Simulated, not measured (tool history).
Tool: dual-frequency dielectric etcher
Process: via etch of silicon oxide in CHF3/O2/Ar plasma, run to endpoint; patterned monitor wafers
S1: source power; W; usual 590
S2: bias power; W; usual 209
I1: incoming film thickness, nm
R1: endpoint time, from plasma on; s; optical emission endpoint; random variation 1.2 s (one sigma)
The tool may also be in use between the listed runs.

| run | hour | S1 | S2 | I1 | R1 |
|---|---|---|---|---|---|
| 1 | 0 | 590 | 209 | 583.2 | 273.4 |
| 2 | 58.8 | 590 | 209 | 597.6 | 279.1 |
| 3 | 96.6 | 590 | 196 | 587.9 | 282.2 |
|  | 210.6 | wet clean of the chamber |
| 4 | 211.1 | 590 | 196 | 588.2 | 281.8 |
| 5 | 260.4 | 590 | 196 | 591.5 | 285.7 |
| 6 | 326 | 590 | 209 | 586 | 273 |
| 7 | 422.3 | 590 | 220 | 593.3 | 270.3 |
| 8 | 524.8 | 590 | 220 | 594.4 | 270 |
| 9 | 630.5 | 670 | 189 | 591.8 | 278.7 |
| 10 | 689.6 | 590 | 209 | 594.3 | 276.6 |
| 11 | 779 | 590 | 209 | 584.6 | 272.9 |
|  | 858.3 | wet clean of the chamber |
| 12 | 862.5 | 530 | 163 | 589.3 | 326.2 |
|  | 953 | bias power generator calibrated |
| 13 | 953.5 | 740 | 241 | 599 | 241.5 |
|  | 988.6 | upper electrode replaced |
| 14 | 1034.1 | 590 | 209 | 595.5 | 276.6 |

Run 15 comes next. What will it give?
| 15 | 1076.7 | 700 | 249 | 585.5 | ? |

R1: 234.6 s
Without the tool's hidden state the same run would have given R1 234.6 s.
